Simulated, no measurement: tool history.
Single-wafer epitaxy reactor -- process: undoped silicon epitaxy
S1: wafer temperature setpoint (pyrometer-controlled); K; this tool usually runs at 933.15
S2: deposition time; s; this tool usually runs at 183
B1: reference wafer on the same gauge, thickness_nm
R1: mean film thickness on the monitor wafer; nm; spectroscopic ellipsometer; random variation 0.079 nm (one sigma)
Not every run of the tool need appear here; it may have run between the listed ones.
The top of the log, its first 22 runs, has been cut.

run     day      S1   S2      B1      R1
 23  29.188  933.15  183  31.598  37.733
 24  29.862  948.15  183  31.581  53.771
 25  30.783  925.15  195  31.595  32.979
 26  31.442  933.15  183  31.598  37.671
 27  32.729  933.15  183  31.601  37.551
 28  34.000  923.15  150  31.616  24.162
 29  35.392  938.15  200  31.603  46.531
 30  35.946  933.15  183  31.617  37.776
 31  36.962  933.15  209  31.583  43.079
 32  37.738  928.15  203  31.607  37.075
 33  38.542  920.15  183  31.605  27.379
     39.142  -- pyrometer calibrated
 34  39.183  945.15  206  31.614  58.368
 35  40.042  933.15  155  31.599  33.006
 36  41.104  937.15  217  31.598  50.830
 37  41.888  925.15  183  31.597  31.948
 38  43.162  933.15  183  31.592  38.793
 39  44.146  933.15  183  31.593  38.975
 40  44.700  940.15  150  31.600  37.684
 41  45.317  918.15  163  31.600  23.888
 42  46.254  948.15  170  31.606  51.295
 43  46.838  933.15  166  31.611  35.075
 44  47.675  928.15  183  31.601  34.298
 45  48.704  933.15  183  31.609  38.785
 46  49.838  933.15  183  31.598  38.577
 47  50.738  933.15  183  31.586  38.696

4 options for the next run, each taken on its own from the tool as it stands now. Forecast them:
  A  50.758  924.15  183   ?   ?
  B  50.758  937.15  216   ?   ?
  C  50.758  940.15  203   ?   ?
  D  50.758  946.15  170   ?   ?

run      B1      R1
  A  31.599  30.919
  B  31.599  50.166
  C  31.599  50.666
  D  31.599  48.925
Take away the tool's hidden state, keep each run's random variation, and the runs would have read:
run      R1
  A  31.104
  B  50.456
  C  50.957
  D  49.202
